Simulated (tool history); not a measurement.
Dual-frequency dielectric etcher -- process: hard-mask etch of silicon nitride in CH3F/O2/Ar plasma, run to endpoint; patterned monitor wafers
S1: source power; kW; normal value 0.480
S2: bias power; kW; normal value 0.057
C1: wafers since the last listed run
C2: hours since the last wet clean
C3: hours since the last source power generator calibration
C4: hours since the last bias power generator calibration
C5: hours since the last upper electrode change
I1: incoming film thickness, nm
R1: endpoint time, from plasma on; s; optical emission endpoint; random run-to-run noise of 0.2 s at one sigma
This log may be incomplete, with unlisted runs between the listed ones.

run 1 hour=0.0 | S1=0.480 S2=0.057 | C1=0 C2=374.6 C3=3065.1 C4=1315.6 C5=3903.9 | I1=44.27 | R1=68.4
run 2 hour=28.0 | S1=0.480 S2=0.057 | C1=299 C2=402.6 C3=3093.1 C4=1343.6 C5=3931.9 | I1=44.28 | R1=68.7
run 3 hour=69.5 | S1=0.480 S2=0.057 | C1=443 C2=444.1 C3=3134.6 C4=1385.1 C5=3973.4 | I1=43.99 | R1=68.1
run 4 hour=121.3 | S1=0.480 S2=0.057 | C1=553 C2=495.9 C3=3186.4 C4=1436.9 C5=4025.2 | I1=44.03 | R1=68.5
-- hour=178.5 wet clean of the chamber
run 5 hour=187.1 | S1=0.480 S2=0.057 | C1=446 C2=8.6 C3=3252.2 C4=1502.7 C5=4091.0 | I1=44.13 | R1=67.8
run 6 hour=256.7 | S1=0.480 S2=0.057 | C1=743 C2=78.2 C3=3321.8 C4=1572.3 C5=4160.6 | I1=44.06 | R1=67.9
run 7 hour=323.0 | S1=0.480 S2=0.057 | C1=708 C2=144.5 C3=3388.1 C4=1638.6 C5=4226.9 | I1=44.08 | R1=68.4
run 8 hour=355.1 | S1=0.450 S2=0.057 | C1=342 C2=176.6 C3=3420.2 C4=1670.7 C5=4259.0 | I1=43.72 | R1=68.6
run 9 hour=384.7 | S1=0.450 S2=0.057 | C1=316 C2=206.2 C3=3449.8 C4=1700.3 C5=4288.6 | I1=44.55 | R1=70.3
run 10 hour=447.8 | S1=0.550 S2=0.049 | C1=674 C2=269.3 C3=3512.9 C4=1763.4 C5=4351.7 | I1=44.29 | R1=67.6
run 11 hour=512.4 | S1=0.420 S2=0.062 | C1=690 C2=333.9 C3=3577.5 C4=1828.0 C5=4416.3 | I1=44.46 | R1=71.0
run 12 hour=543.4 | S1=0.480 S2=0.045 | C1=331 C2=364.9 C3=3608.5 C4=1859.0 C5=4447.3 | I1=44.06 | R1=71.4
run 13 hour=604.4 | S1=0.430 S2=0.057 | C1=651 C2=425.9 C3=3669.5 C4=1920.0 C5=4508.3 | I1=43.94 | R1=70.6
run 14 hour=629.5 | S1=0.580 S2=0.071 | C1=268 C2=451.0 C3=3694.6 C4=1945.1 C5=4533.4 | I1=43.78 | R1=61.9
run 15 hour=694.0 | S1=0.480 S2=0.057 | C1=689 C2=515.5 C3=3759.1 C4=2009.6 C5=4597.9 | I1=44.08 | R1=68.8
-- hour=722.3 wet clean of the chamber
run 16 hour=733.6 | S1=0.480 S2=0.053 | C1=166 C2=11.3 C3=3798.7 C4=2049.2 C5=4637.5 | I1=44.08 | R1=68.5
run 17 hour=767.5 | S1=0.590 S2=0.045 | C1=362 C2=45.2 C3=3832.6 C4=2083.1 C5=4671.4 | I1=43.83 | R1=65.6
run 18 hour=805.3 | S1=0.520 S2=0.064 | C1=403 C2=83.0 C3=3870.4 C4=2120.9 C5=4709.2 | I1=43.68 | R1=63.5
-- hour=816.2 source power generator calibrated
-- hour=863.3 upper electrode replaced
run 19 hour=863.8 | S1=0.390 S2=0.068 | C1=325 C2=141.5 C3=47.6 C4=2179.4 C5=0.5 | I1=43.84 | R1=68.5
run 20 hour=903.7 | S1=0.480 S2=0.066 | C1=426 C2=181.4 C3=87.5 C4=2219.3 C5=40.4 | I1=44.28 | R1=65.4
run 21 hour=959.4 | S1=0.480 S2=0.057 | C1=595 C2=237.1 C3=143.2 C4=2275.0 C5=96.1 | I1=44.26 | R1=67.1
run 22 hour=988.6 | S1=0.520 S2=0.057 | C1=311 C2=266.3 C3=172.4 C4=2304.2 C5=125.3 | I1=43.92 | R1=65.6
-- hour=1027.3 bias power generator calibrated
run 23 hour=1057.8 | S1=0.480 S2=0.057 | C1=696 C2=335.5 C3=241.6 C4=30.5 C5=194.5 | I1=44.00 | R1=67.5
run 24 hour=1115.2 | S1=0.420 S2=0.063 | C1=613 C2=392.9 C3=299.0 C4=87.9 C5=251.9 | I1=43.86 | R1=68.7
run 25 hour=1161.7 | S1=0.480 S2=0.057 | C1=496 C2=439.4 C3=345.5 C4=134.4 C5=298.4 | I1=43.87 | R1=67.5
run 26 hour=1225.7 | S1=0.450 S2=0.065 | C1=683 C2=503.4 C3=409.5 C4=198.4 C5=362.4 | I1=44.04 | R1=67.4
-- hour=1284.0 wet clean of the chamber
run 27 hour=1285.9 | S1=0.590 S2=0.045 | C1=386 C2=1.9 C3=469.7 C4=258.6 C5=422.6 | I1=44.09 | R1=65.7
run 28 hour=1312.1 | S1=0.400 S2=0.047 | C1=279 C2=28.1 C3=495.9 C4=284.8 C5=448.8 | I1=44.10 | R1=73.2
run 29 hour=1348.7 | S1=0.420 S2=0.069 | C1=391 C2=64.7 C3=532.5 C4=321.4 C5=485.4 | I1=43.73 | R1=66.7
run 30 hour=1399.7 | S1=0.600 S2=0.067 | C1=544 C2=115.7 C3=583.5 C4=372.4 C5=536.4 | I1=44.08 | R1=61.0
run 31 hour=1433.6 | S1=0.410 S2=0.068 | C1=362 C2=149.6 C3=617.4 C4=406.3 C5=570.3 | I1=44.27 | R1=68.3
run 32 hour=1646.0 | S1=0.480 S2=0.064 | C1=2269 C2=362.0 C3=829.8 C4=618.7 C5=782.7 | I1=43.83 | R1=66.1
run 33 hour=1759.9 | S1=0.590 S2=0.061 | C1=1217 C2=475.9 C3=943.7 C4=732.6 C5=896.6 | I1=43.60 | R1=62.4
-- hour=1827.9 wet clean of the chamber
run 34 hour=1828.4 | S1=0.590 S2=0.066 | C1=475 C2=0.5 C3=1012.2 C4=801.1 C5=965.1 | I1=43.76 | R1=60.6

5 options for the next run, each taken on its own from the tool as it stands now. Forecast them:
run A hour=1828.8 | S1=0.480 S2=0.044 | C1=4 C2=0.9 C3=1012.6 C4=801.5 C5=965.5 | I1=44.17 | R1=?
run B hour=1828.8 | S1=0.480 S2=0.063 | C1=4 C2=0.9 C3=1012.6 C4=801.5 C5=965.5 | I1=44.17 | R1=?
run C hour=1828.8 | S1=0.440 S2=0.067 | C1=4 C2=0.9 C3=1012.6 C4=801.5 C5=965.5 | I1=44.17 | R1=?
run D hour=1828.8 | S1=0.480 S2=0.065 | C1=4 C2=0.9 C3=1012.6 C4=801.5 C5=965.5 | I1=44.17 | R1=?
run E hour=1828.8 | S1=0.570 S2=0.057 | C1=4 C2=0.9 C3=1012.6 C4=801.5 C5=965.5 | I1=44.17 | R1=?

run=A R1=70.6
run=B R1=66.1
run=C R1=67.0
run=D R1=65.7
run=E R1=63.9
Take away the tool's hidden state, keep each run's random variation, and the runs would have read:
run=A R1=70.1
run=B R1=65.6
run=C R1=66.5
run=D R1=65.2
run=E R1=63.5

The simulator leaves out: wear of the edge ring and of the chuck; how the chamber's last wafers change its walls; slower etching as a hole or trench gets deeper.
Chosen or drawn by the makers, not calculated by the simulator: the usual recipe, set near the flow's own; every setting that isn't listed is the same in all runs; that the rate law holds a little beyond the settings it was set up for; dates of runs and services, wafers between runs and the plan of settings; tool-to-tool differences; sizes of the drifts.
